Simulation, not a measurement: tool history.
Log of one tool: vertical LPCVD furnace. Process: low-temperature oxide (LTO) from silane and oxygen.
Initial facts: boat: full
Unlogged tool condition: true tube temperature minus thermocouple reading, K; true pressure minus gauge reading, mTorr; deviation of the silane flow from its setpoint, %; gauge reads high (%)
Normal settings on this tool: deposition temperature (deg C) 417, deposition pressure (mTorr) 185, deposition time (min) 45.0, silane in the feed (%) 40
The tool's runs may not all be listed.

run,hour,deposition temperature (deg C),deposition pressure (mTorr),deposition time (min),silane in the feed (%),wafers since the last listed run,hours since the last temperature calibration,hours since the pressure gauge was zeroed,hours since the silane flow controller was replaced,hours since the gauge calibration,"read-back reference wafer on the same gauge, thickness",film thickness on the monitor wafer in the middle of the boat (nm)
1,0.0,417,185,49.5,40,0,2493.1,3494.8,4413.4,279.6,473.98,448.01
2,22.2,417,185,49.5,40,214,2515.3,3517.0,4435.6,301.8,474.14,447.68
3,57.8,417,185,49.5,40,344,2550.9,3552.6,4471.2,337.4,473.72,444.66
4,79.5,417,220,45.0,40,209,2572.6,3574.3,4492.9,359.1,474.30,482.01
5,107.1,417,220,45.0,40,266,2600.2,3601.9,4520.5,386.7,474.32,481.91
# hour 112.7: gauge calibrated
6,126.9,417,185,45.0,35,191,2620.0,3621.7,4540.3,14.2,473.83,346.97
7,153.0,417,185,45.0,35,252,2646.1,3647.8,4566.4,40.3,473.82,346.12
8,200.7,417,185,45.0,35,461,2693.8,3695.5,4614.1,88.0,474.00,347.20
# hour 229.0: thermocouples replaced and temperature profile calibrated
9,230.8,417,185,45.0,40,58,1.8,3725.6,4644.2,118.1,474.48,405.62
10,244.1,417,185,45.0,40,128,15.1,3738.9,4657.5,131.4,473.99,407.65
11,269.5,411,185,57.0,40,245,40.5,3764.3,4682.9,156.8,473.62,482.65
12,299.0,411,185,57.0,40,285,70.0,3793.8,4712.4,186.3,474.23,482.81
13,313.2,411,185,57.0,40,137,84.2,3808.0,4726.6,200.5,473.86,482.77
14,341.9,417,185,45.0,40,277,112.9,3836.7,4755.3,229.2,473.92,407.31
15,372.2,423,160,45.0,48,292,143.2,3867.0,4785.6,259.5,473.71,446.46
16,404.2,417,185,45.0,42,309,175.2,3899.0,4817.6,291.5,473.97,428.57
17,428.6,417,185,59.5,40,235,199.6,3923.4,4842.0,315.9,474.11,534.99
18,444.6,417,185,45.0,40,154,215.6,3939.4,4858.0,331.9,474.19,406.13
# hour 474.9: pressure gauge zeroed
19,475.4,417,185,45.0,40,65,246.4,0.5,4888.8,362.7,474.04,404.84
20,480.1,428,170,45.0,40,45,251.1,5.2,4893.5,367.4,474.14,415.28
21,508.8,413,150,62.5,43,277,279.8,33.9,4922.2,396.1,473.78,475.25
# hour 533.9: silane flow controller replaced
# hour 539.7: gauge calibrated
22,572.6,409,215,45.0,40,384,343.6,97.7,38.7,32.9,473.55,433.27
23,584.7,409,215,36.5,37,116,355.7,109.8,50.8,45.0,474.22,320.82
24,601.2,417,160,45.0,40,159,372.2,126.3,67.3,61.5,473.99,350.90
25,614.0,413,185,45.0,37,123,385.0,139.1,80.1,74.3,474.35,355.36
26,641.6,417,150,62.5,40,266,412.6,166.7,107.7,101.9,474.14,457.43
27,664.0,424,205,45.0,40,216,435.0,189.1,130.1,124.3,473.77,482.60
28,677.4,417,145,45.0,40,129,448.4,202.5,143.5,137.7,473.93,318.33
29,689.7,417,185,45.0,40,118,460.7,214.8,155.8,150.0,473.83,405.31
30,707.8,417,185,45.0,46,174,478.8,232.9,173.9,168.1,474.33,465.97

What was the tool's hidden state at every run in the log?
true tube temperature minus thermocouple reading, K: 0 in every run
true pressure minus gauge reading, mTorr: 0 in every run
deviation of the silane flow from its setpoint, %: 0 in every run
gauge reads high (%): 0 in every run
